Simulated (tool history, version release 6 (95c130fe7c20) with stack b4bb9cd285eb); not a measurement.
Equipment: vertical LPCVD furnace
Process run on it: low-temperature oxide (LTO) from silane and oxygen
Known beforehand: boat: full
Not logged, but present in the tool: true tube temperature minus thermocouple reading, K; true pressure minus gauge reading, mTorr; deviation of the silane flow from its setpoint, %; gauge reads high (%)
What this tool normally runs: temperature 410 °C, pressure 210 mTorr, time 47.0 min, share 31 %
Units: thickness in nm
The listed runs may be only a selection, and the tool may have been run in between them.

run	hour	temperature	pressure	time	share	wafers since the last listed run	hours since the last temperature calibration	hours since the pressure gauge was zeroed	hours since the silane flow controller was replaced	hours since the gauge calibration	read-back reference wafer on the same gauge, thickness	thickness
1	0.0	407	210	47.0	31	0	3287.2	4086.4	6675.0	500.7	291.11	351.16
2	6.1	410	210	47.0	31	57	3293.3	4092.5	6681.1	506.8	291.06	364.17
3	14.3	410	210	47.0	31	76	3301.5	4100.7	6689.3	515.0	291.11	362.95
4	27.8	410	210	47.0	31	126	3315.0	4114.2	6702.8	528.5	291.07	362.88
5	37.9	410	210	57.0	33	94	3325.1	4124.3	6712.9	538.6	291.16	480.96
# hour 43.5: gauge calibrated
6	55.0	410	210	47.0	31	160	3342.2	4141.4	6730.0	11.5	290.88	363.27
# hour 92.3: thermocouples replaced and temperature profile calibrated
7	92.8	410	210	47.0	31	129	0.5	4179.2	6767.8	49.3	291.09	363.23
8	97.1	410	210	47.0	31	40	4.8	4183.5	6772.1	53.6	290.93	363.84
9	131.8	410	210	47.0	31	324	39.5	4218.2	6806.8	88.3	290.89	363.79
10	148.7	418	165	37.5	35	158	56.4	4235.1	6823.7	105.2	291.12	291.34
11	158.0	410	210	47.0	31	87	65.7	4244.4	6833.0	114.5	291.20	363.78
12	164.4	415	225	31.0	31	59	72.1	4250.8	6839.4	120.9	291.25	272.13
# hour 193.9: pressure gauge zeroed
13	194.4	410	210	55.5	35	56	102.1	0.5	6869.4	150.9	290.79	503.98
14	198.6	410	210	54.5	31	39	106.3	4.7	6873.6	155.1	290.97	421.06
15	212.9	410	210	47.0	31	133	120.6	19.0	6887.9	169.4	291.25	363.11
# hour 249.0: silane flow controller replaced
16	249.5	399	230	40.0	27	117	157.2	55.6	0.5	206.0	291.38	252.73

Run 17 comes next. What will it give?
17	253.8	410	210	47.0	31	40	161.5	59.9	4.8	210.3	?	?

{"run 17": {"read-back reference wafer on the same gauge, thickness": 291.31, "thickness": 374.08}}
Had the tool carried no hidden state, the very same run would have given thickness 348.52 nm.
